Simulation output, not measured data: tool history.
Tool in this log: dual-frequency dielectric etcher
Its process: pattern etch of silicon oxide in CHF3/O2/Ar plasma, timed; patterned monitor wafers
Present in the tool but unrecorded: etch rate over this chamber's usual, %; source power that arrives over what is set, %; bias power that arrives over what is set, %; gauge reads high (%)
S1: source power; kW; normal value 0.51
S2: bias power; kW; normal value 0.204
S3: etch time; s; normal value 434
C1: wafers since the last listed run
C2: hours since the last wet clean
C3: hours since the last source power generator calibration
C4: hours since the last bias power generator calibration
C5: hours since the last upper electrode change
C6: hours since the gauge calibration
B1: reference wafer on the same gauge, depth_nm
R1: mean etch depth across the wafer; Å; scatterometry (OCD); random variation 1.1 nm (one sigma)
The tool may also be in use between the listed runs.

{"run": 1, "hour": 0.0, "S1": 0.58, "S2": 0.204, "S3": 434, "C1": 0, "C2": 113.5, "C3": 2731.6, "C4": 2515.8, "C5": 4249.8, "C6": 185.4, "B1": 635.9, "R1": 7957}
{"run": 2, "hour": 37.4, "S1": 0.58, "S2": 0.204, "S3": 434, "C1": 163, "C2": 150.9, "C3": 2769, "C4": 2553.2, "C5": 4287.2, "C6": 222.8, "B1": 635.9, "R1": 7925}
{"run": 3, "hour": 69.4, "S1": 0.51, "S2": 0.215, "S3": 434, "C1": 139, "C2": 182.9, "C3": 2801, "C4": 2585.2, "C5": 4319.2, "C6": 254.8, "B1": 636.1, "R1": 7782}
{"run": 4, "hour": 101.4, "S1": 0.51, "S2": 0.215, "S3": 434, "C1": 139, "C2": 214.9, "C3": 2833, "C4": 2617.2, "C5": 4351.2, "C6": 286.8, "B1": 636.1, "R1": 7760}
{"run": 5, "hour": 142.5, "S1": 0.51, "S2": 0.215, "S3": 434, "C1": 179, "C2": 256, "C3": 2874.1, "C4": 2658.3, "C5": 4392.3, "C6": 327.9, "B1": 635.7, "R1": 7736}
{"run": 6, "hour": 195.7, "S1": 0.51, "S2": 0.204, "S3": 520, "C1": 232, "C2": 309.2, "C3": 2927.3, "C4": 2711.5, "C5": 4445.5, "C6": 381.1, "B1": 635.8, "R1": 9042}
{"run": 7, "hour": 242.3, "S1": 0.51, "S2": 0.204, "S3": 520, "C1": 203, "C2": 355.8, "C3": 2973.9, "C4": 2758.1, "C5": 4492.1, "C6": 427.7, "B1": 636.1, "R1": 9039}
{"run": 8, "hour": 283.2, "S1": 0.51, "S2": 0.204, "S3": 520, "C1": 178, "C2": 396.7, "C3": 3014.8, "C4": 2799, "C5": 4533, "C6": 468.6, "B1": 635.9, "R1": 9012}
{"hour": 310.3, "done": "wet clean of the chamber"}
{"run": 9, "hour": 346.8, "S1": 0.51, "S2": 0.22, "S3": 434, "C1": 172, "C2": 36.5, "C3": 3078.4, "C4": 2862.6, "C5": 4596.6, "C6": 532.2, "B1": 636, "R1": 7883}
{"hour": 486.6, "done": "upper electrode replaced"}
{"run": 10, "hour": 540.5, "S1": 0.51, "S2": 0.204, "S3": 523.5, "C1": 740, "C2": 230.2, "C3": 3272.1, "C4": 3056.3, "C5": 53.9, "C6": 725.9, "B1": 636, "R1": 9136}
{"run": 11, "hour": 606.8, "S1": 0.56, "S2": 0.204, "S3": 548, "C1": 289, "C2": 296.5, "C3": 3338.4, "C4": 3122.6, "C5": 120.2, "C6": 792.2, "B1": 635.9, "R1": 9848}
{"run": 12, "hour": 675.3, "S1": 0.57, "S2": 0.241, "S3": 530.5, "C1": 298, "C2": 365, "C3": 3406.9, "C4": 3191.1, "C5": 188.7, "C6": 860.7, "B1": 635.9, "R1": 10283}
{"hour": 680.5, "done": "bias power generator calibrated"}
{"hour": 697.5, "done": "source power generator calibrated"}
{"hour": 724.2, "done": "wet clean of the chamber"}
{"run": 13, "hour": 741.7, "S1": 0.41, "S2": 0.204, "S3": 368, "C1": 150, "C2": 17.5, "C3": 44.2, "C4": 61.2, "C5": 255.1, "C6": 927.1, "B1": 636.2, "R1": 5910}
{"hour": 742.6, "done": "gauge calibrated"}
{"run": 14, "hour": 792.5, "S1": 0.41, "S2": 0.204, "S3": 368, "C1": 221, "C2": 68.3, "C3": 95, "C4": 112, "C5": 305.9, "C6": 49.9, "B1": 636, "R1": 5918}
{"run": 15, "hour": 845.9, "S1": 0.57, "S2": 0.204, "S3": 434, "C1": 232, "C2": 121.7, "C3": 148.4, "C4": 165.4, "C5": 359.3, "C6": 103.3, "B1": 635.8, "R1": 7777}
{"run": 16, "hour": 893.1, "S1": 0.51, "S2": 0.204, "S3": 434, "C1": 205, "C2": 168.9, "C3": 195.6, "C4": 212.6, "C5": 406.5, "C6": 150.5, "B1": 636.3, "R1": 7488}
{"run": 17, "hour": 930.8, "S1": 0.43, "S2": 0.239, "S3": 470.5, "C1": 164, "C2": 206.6, "C3": 233.3, "C4": 250.3, "C5": 444.2, "C6": 188.2, "B1": 636.3, "R1": 8181}

Forecast each of these 5 alternatives for the next run:
{"run": "A", "hour": 931.3, "S1": 0.62, "S2": 0.204, "S3": 434, "C1": 2, "C2": 207.1, "C3": 233.8, "C4": 250.8, "C5": 444.7, "C6": 188.7, "B1": "?", "R1": "?"}
{"run": "B", "hour": 931.3, "S1": 0.51, "S2": 0.204, "S3": 545, "C1": 2, "C2": 207.1, "C3": 233.8, "C4": 250.8, "C5": 444.7, "C6": 188.7, "B1": "?", "R1": "?"}
{"run": "C", "hour": 931.3, "S1": 0.51, "S2": 0.164, "S3": 434, "C1": 2, "C2": 207.1, "C3": 233.8, "C4": 250.8, "C5": 444.7, "C6": 188.7, "B1": "?", "R1": "?"}
{"run": "D", "hour": 931.3, "S1": 0.51, "S2": 0.242, "S3": 400.5, "C1": 2, "C2": 207.1, "C3": 233.8, "C4": 250.8, "C5": 444.7, "C6": 188.7, "B1": "?", "R1": "?"}
{"run": "E", "hour": 931.3, "S1": 0.51, "S2": 0.204, "S3": 475.5, "C1": 2, "C2": 207.1, "C3": 233.8, "C4": 250.8, "C5": 444.7, "C6": 188.7, "B1": "?", "R1": "?"}

run=A B1=635.9 R1=7980
run=B B1=635.9 R1=9372
run=C B1=635.9 R1=6812
run=D B1=635.9 R1=7398
run=E B1=635.9 R1=8177
With no hidden state in the tool, these same runs would have given:
run=A R1=8015
run=B R1=9413
run=C R1=6843
run=D R1=7430
run=E R1=8212
